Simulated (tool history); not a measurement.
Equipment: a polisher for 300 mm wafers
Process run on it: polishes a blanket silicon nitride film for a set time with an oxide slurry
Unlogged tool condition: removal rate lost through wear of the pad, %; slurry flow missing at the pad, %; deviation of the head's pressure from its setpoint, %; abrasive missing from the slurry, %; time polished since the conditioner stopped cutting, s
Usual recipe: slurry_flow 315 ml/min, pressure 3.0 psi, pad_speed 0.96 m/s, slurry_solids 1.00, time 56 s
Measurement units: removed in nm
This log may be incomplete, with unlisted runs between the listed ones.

run,hour,slurry_flow,pressure,pad_speed,slurry_solids,time,wafers since the last listed run,wafers polished on this pad,hours since the slurry nozzle was cleaned,hours since the head pressure was calibrated,hours since the slurry blender was calibrated,hours since the conditioning disc was replaced,"incoming thickness of the incoming film, nm",removed
1,0.0,370,3.0,0.96,1.00,56,0,659,190.7,1247.3,67.5,241.7,443.2,24.0
2,17.1,370,3.0,0.96,1.00,56,169,829,207.8,1264.4,84.6,258.8,451.8,23.5
# hour 28.7: worn pad replaced by a new one
3,33.8,315,3.0,0.96,1.00,56,126,50,224.5,1281.1,101.3,275.5,447.9,24.8
4,51.0,315,3.0,0.96,1.00,56,170,221,241.7,1298.3,118.5,292.7,449.9,24.9
5,74.7,315,3.0,0.96,1.00,56,235,457,265.4,1322.0,142.2,316.4,446.3,24.2
6,84.8,315,3.0,0.96,1.00,56,100,557,275.5,1332.1,152.3,326.5,454.1,24.1
7,97.0,315,3.0,0.96,1.00,56,121,678,287.7,1344.3,164.5,338.7,459.5,23.3
8,112.3,315,3.0,0.96,1.00,56,152,830,303.0,1359.6,179.8,354.0,443.6,23.1
# hour 125.4: worn pad replaced by a new one
9,125.9,315,3.0,0.96,1.00,56,95,5,316.6,1373.2,193.4,367.6,454.6,24.0
# hour 137.7: head pressure recalibrated
# hour 139.1: conditioning disc replaced and pad reconditioned
10,139.6,315,3.0,0.96,1.00,56,101,107,330.3,1.9,207.1,0.5,444.2,24.2
11,146.2,315,3.0,0.96,1.00,56,65,172,336.9,8.5,213.7,7.1,448.2,23.8
12,156.8,315,3.0,0.96,1.00,56,105,278,347.5,19.1,224.3,17.7,445.7,23.6
13,166.4,285,3.6,0.96,0.85,75,95,373,357.1,28.7,233.9,27.3,450.9,34.4
14,180.5,210,3.6,0.96,0.85,37,140,513,371.2,42.8,248.0,41.4,451.6,16.3
# hour 190.2: slurry nozzle cleaned
15,190.7,425,3.0,1.10,1.00,56,91,605,0.5,53.0,258.2,51.6,451.4,25.7
16,205.2,315,3.0,0.96,1.00,56,144,749,15.0,67.5,272.7,66.1,445.3,22.3
17,214.1,395,3.5,0.76,1.00,75,88,837,23.9,76.4,281.6,75.0,448.2,29.6
18,234.1,315,3.6,0.74,0.70,46,198,1036,43.9,96.4,301.6,95.0,453.1,14.3
19,243.4,410,2.2,1.26,0.75,56,92,1128,53.2,105.7,310.9,104.3,442.8,15.8
# hour 245.4: slurry blender recalibrated
# hour 251.6: worn pad replaced by a new one
20,252.1,315,3.4,0.96,0.90,65,26,4,61.9,114.4,6.7,113.0,449.5,31.6
21,258.9,255,3.7,0.96,0.75,74,67,72,68.7,121.2,13.5,119.8,453.4,35.0
22,270.1,345,3.0,1.14,0.90,68,111,183,79.9,132.4,24.7,131.0,447.7,33.5
23,281.9,315,3.0,0.96,1.00,38,117,300,91.7,144.2,36.5,142.8,445.9,17.0
24,292.3,315,3.0,0.96,1.00,56,103,404,102.1,154.6,46.9,153.2,451.4,25.3

Run 25 has not been measured yet. What should we expect?
25,300.5,315,3.0,0.96,1.00,56,81,485,110.3,162.8,55.1,161.4,446.5,?

removed: 24.7 nm
Take away the tool's hidden state, keep the run-to-run variation as it was, and the same run would have given removed 25.6 nm.

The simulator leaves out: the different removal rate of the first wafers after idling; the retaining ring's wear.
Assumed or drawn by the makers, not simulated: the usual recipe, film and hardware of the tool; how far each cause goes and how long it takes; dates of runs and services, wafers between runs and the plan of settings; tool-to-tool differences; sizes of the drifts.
